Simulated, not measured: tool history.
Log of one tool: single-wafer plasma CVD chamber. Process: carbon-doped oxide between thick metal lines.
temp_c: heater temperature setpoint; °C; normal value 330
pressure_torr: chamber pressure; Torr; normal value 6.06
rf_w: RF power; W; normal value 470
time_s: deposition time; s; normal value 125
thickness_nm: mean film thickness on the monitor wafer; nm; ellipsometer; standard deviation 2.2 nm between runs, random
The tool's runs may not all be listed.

run     day  temp_c  pressure_torr  rf_w  time_s  wafers since the last listed run  hours since the last thermocouple change  hours since the last RF generator calibration  hours since the last manometer calibration  hours since the showerhead was replaced  hours since the gauge calibration  read-back reference wafer on the same gauge, thickness_nm  thickness_nm
  1   0.000     330           6.06   470     125                                 0                                     845.0                                         2158.9                                      1599.5                                   3256.4                              241.1                                                    514.670       585.385
  2  12.825     330           6.06   470     125                              4715                                    1152.8                                         2466.7                                      1907.3                                   3564.2                              548.9                                                    515.314       590.320
  3  15.346     330           6.06   470     125                               926                                    1213.3                                         2527.2                                      1967.8                                   3624.7                              609.4                                                    514.813       589.480
  4  16.867     330           6.06   470     125                               559                                    1249.8                                         2563.7                                      2004.3                                   3661.2                              645.9                                                    515.257       592.365
     17.858  -- RF generator calibrated
  5  18.583     330           6.06   470     125                               508                                    1291.0                                           17.4                                      2045.5                                   3702.4                              687.1                                                    515.431       610.961
  6  20.229     330           6.06   530     132                               605                                    1330.5                                           56.9                                      2085.0                                   3741.9                              726.6                                                    515.151       681.360
     22.362  -- gauge calibrated
  7  23.846     330           6.06   530     132                              1329                                    1417.3                                          143.7                                      2171.8                                   3828.7                               35.6                                                    514.448       682.161
     24.275  -- showerhead replaced
  8  27.262     330           6.56   405     125                              1133                                    1499.3                                          225.7                                      2253.8                                     71.7                              117.6                                                    514.660       562.662
     28.938  -- thermocouple changed; heater temperature recalibrated
  9  29.096     330           6.06   390     136                               551                                       3.8                                          269.7                                      2297.8                                    115.7                              161.6                                                    514.227       591.187
 10  32.350     344           7.36   550     125                              1196                                      81.9                                          347.8                                      2375.9                                    193.8                              239.7                                                    515.383       634.652
 11  35.150     330           7.57   500     144                              1029                                     149.1                                          415.0                                      2443.1                                    261.0                              306.9                                                    514.724       728.037
     36.438  -- capacitance manometer re-zeroed and calibrated
 12  37.708     330           6.06   525     125                               818                                     210.5                                          476.4                                        30.5                                    322.4                              368.3                                                    514.188       639.008
 13  39.475     330           6.06   470     125                               649                                     252.9                                          518.8                                        72.9                                    364.8                              410.7                                                    514.851       599.054
 14  43.296     316           6.06   470     110                              1404                                     344.6                                          610.5                                       164.6                                    456.5                              502.4                                                    515.490       551.004

Predict the results of run 15:
 15  47.533     318           7.57   425     141                              1558                                     446.3                                          712.2                                       266.3                                    558.2                              604.1                                                          ?             ?

read-back reference wafer on the same gauge, thickness_nm: 515.453
thickness_nm: 676.196 nm
Were there no unlogged condition in the tool, this run, its random variation unchanged, would have produced thickness_nm 698.074 nm.
